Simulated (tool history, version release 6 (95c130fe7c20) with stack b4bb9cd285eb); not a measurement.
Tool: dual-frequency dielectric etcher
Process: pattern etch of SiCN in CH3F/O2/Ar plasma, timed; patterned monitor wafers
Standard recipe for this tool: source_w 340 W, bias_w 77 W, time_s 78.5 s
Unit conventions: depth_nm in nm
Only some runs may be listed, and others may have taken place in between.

run,day,source_w,bias_w,time_s,"read-back reference wafer on the same gauge, depth_nm",depth_nm
1,0,340,77,78.5,24.78,26.53
2,0.546,340,77,78.5,24.8,26.56
3,1.379,340,77,78.5,24.81,26.59
4,2.667,340,91,78.5,24.79,28.52
5,3.488,340,91,78.5,24.81,28.52
# day 5.138: wet clean of the chamber
6,5.158,360,77,78.5,24.8,26.65
# day 5.904: bias power generator calibrated
7,6.125,340,77,78.5,24.8,26.13
# day 7.267: upper electrode replaced
8,7.288,340,77,78.5,24.8,26.14
9,7.667,340,77,78.5,24.8,26.14
# day 8.092: gauge calibrated
10,8.454,410,77,67,24.79,24.05
# day 9.079: source power generator calibrated
11,9.838,280,77,60,24.8,18.56
12,10.592,420,77,78.5,24.81,28.48
13,11.212,370,82,67.5,24.78,23.91
14,12.662,340,59,78.5,24.8,23.67
15,13.788,340,77,78.5,24.79,26.31

For run 16, what comes out?
16,14.95,340,60,78.5,?,?

Run 16 gave read-back reference wafer on the same gauge, depth_nm 24.8, depth_nm 23.78 nm.
With no hidden state in the tool, this same run would have given depth_nm 23.5 nm.

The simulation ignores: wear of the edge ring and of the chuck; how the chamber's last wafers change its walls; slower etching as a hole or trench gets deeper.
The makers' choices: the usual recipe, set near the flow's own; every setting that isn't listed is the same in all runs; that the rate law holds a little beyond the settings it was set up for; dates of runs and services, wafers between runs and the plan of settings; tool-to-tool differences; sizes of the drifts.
